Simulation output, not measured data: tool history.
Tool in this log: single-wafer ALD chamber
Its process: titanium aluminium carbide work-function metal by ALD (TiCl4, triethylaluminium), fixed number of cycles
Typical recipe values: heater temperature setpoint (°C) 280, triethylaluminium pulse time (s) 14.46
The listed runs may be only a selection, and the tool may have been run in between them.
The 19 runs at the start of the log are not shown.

run,hour,heater temperature setpoint (°C),triethylaluminium pulse time (s),wafers since the last listed run,hours since the last thermocouple change,hours since the last triethylaluminium bottle change,hours since the showerhead was replaced,hours since the gauge calibration,"read-back reference wafer on the same gauge, thickness_nm",mean film thickness on the monitor wafer (nm)
20,430.2,285,9.65,275,132.4,125.3,2289.3,26.2,1.4,1.664
21,447.1,293,10.11,252,149.3,142.2,2306.2,43.1,1.4,1.742
22,481.9,274,14.46,519,184.1,177,2341,77.9,1.399,1.645
23,494.5,280,14.46,187,196.7,189.6,2353.6,90.5,1.399,1.692
24,510,269,20.11,231,212.2,205.1,2369.1,106,1.4,1.602
# hour 534.6: showerhead replaced
25,535.1,280,14.46,255,237.3,230.2,0.5,131.1,1.4,1.69
26,542,266,14.46,102,244.2,237.1,7.4,138,1.401,1.581
27,558.8,276,10.17,250,261,253.9,24.2,154.8,1.4,1.593
28,589,268,11.71,450,291.2,284.1,54.4,185,1.399,1.539
29,616.9,280,14.46,416,319.1,312,82.3,212.9,1.402,1.689
30,646.6,280,14.46,443,348.8,341.7,112,242.6,1.401,1.69
31,670.1,280,14.46,350,372.3,365.2,135.5,266.1,1.4,1.679
32,684.5,280,11.89,214,386.7,379.6,149.9,280.5,1.4,1.67
33,718.3,266,19.46,504,420.5,413.4,183.7,314.3,1.4,1.587
34,746.1,288,11.47,414,448.3,441.2,211.5,342.1,1.402,1.71

3 ways to go on from here, each from the tool as it stands after run 34. What would each give?
A,746.5,280,14.46,5,448.7,441.6,211.9,342.5,?,?
B,746.5,292,19.91,5,448.7,441.6,211.9,342.5,?,?
C,746.5,270,17.8,5,448.7,441.6,211.9,342.5,?,?

run,"read-back reference wafer on the same gauge, thickness_nm",mean film thickness on the monitor wafer (nm)
A,1.399,1.688
B,1.399,1.823
C,1.399,1.618
Without the tool's hidden state the same runs would have given:
run,mean film thickness on the monitor wafer (nm)
A,1.708
B,1.828
C,1.625
